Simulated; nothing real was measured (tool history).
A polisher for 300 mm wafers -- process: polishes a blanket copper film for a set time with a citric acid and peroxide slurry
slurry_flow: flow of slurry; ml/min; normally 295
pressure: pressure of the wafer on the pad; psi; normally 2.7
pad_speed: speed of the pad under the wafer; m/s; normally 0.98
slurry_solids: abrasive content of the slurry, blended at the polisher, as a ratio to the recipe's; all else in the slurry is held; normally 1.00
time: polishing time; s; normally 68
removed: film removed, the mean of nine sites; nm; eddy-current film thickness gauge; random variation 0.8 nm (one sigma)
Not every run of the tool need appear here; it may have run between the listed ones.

run	day	slurry_flow	pressure	pad_speed	slurry_solids	time	wafers since the last listed run	wafers polished on this pad	hours since the slurry nozzle was cleaned	hours since the head pressure was calibrated	hours since the slurry blender was calibrated	incoming thickness of the incoming film, nm	removed
1	0.000	320	2.7	0.98	1.00	68	0	2865	232.3	107.2	9.3	708.3	121.7
# day 1.333: worn pad replaced by a new one
2	1.354	320	2.7	0.98	1.00	68	356	6	264.8	139.7	41.8	701.5	121.1
3	2.367	320	2.7	0.98	1.00	68	303	310	289.1	164.0	66.1	688.6	120.8
4	4.862	295	2.7	0.98	1.00	68	748	1059	349.0	223.9	126.0	695.1	120.0
5	7.208	295	2.7	0.98	1.00	68	703	1763	405.3	280.2	182.3	709.9	120.7
6	8.775	295	2.7	0.98	1.00	68	470	2233	442.9	317.8	219.9	702.3	120.0
7	9.988	295	2.7	0.98	1.00	68	363	2596	472.0	346.9	249.0	689.0	119.0
8	11.079	295	2.7	0.98	1.00	68	327	2924	498.2	373.1	275.2	710.7	120.0
# day 13.454: worn pad replaced by a new one
9	13.479	295	2.7	0.98	1.00	68	670	7	555.8	430.7	332.8	695.5	119.3
# day 14.512: slurry blender recalibrated
10	15.433	295	2.7	0.98	1.00	68	561	568	602.7	477.6	22.1	696.4	118.6
11	16.983	295	2.7	0.98	1.00	68	465	1033	639.9	514.8	59.3	702.8	119.4
# day 18.567: slurry nozzle cleaned
12	19.404	295	2.7	0.98	1.00	68	713	1747	20.1	572.9	117.4	706.3	120.2
13	21.571	295	2.7	0.98	1.00	68	650	2397	72.1	624.9	169.4	693.5	118.2
14	24.438	295	2.7	0.98	1.00	68	860	3257	140.9	693.7	238.2	703.6	118.0
# day 25.962: worn pad replaced by a new one
15	30.079	295	2.7	0.98	1.00	68	1642	1235	276.3	829.1	373.6	701.3	118.3
# day 31.150: slurry blender recalibrated
16	33.012	295	2.7	0.82	1.10	49	855	2090	346.7	899.5	44.7	694.3	73.8
17	35.229	255	2.7	1.20	1.30	61	665	2755	399.9	952.7	97.9	704.4	130.1

Run 18, settings as shown, results not yet in. Your forecast:
# day 36.267: head pressure recalibrated
# day 37.496: worn pad replaced by a new one
18	37.879	295	2.7	0.88	1.15	82	720	114	463.5	38.7	161.5	691.5	?

{"run 18": {"removed": 137.8}}
Take away the tool's hidden state, keep the run-to-run variation as it was, and the same run would have given removed 137.6 nm.
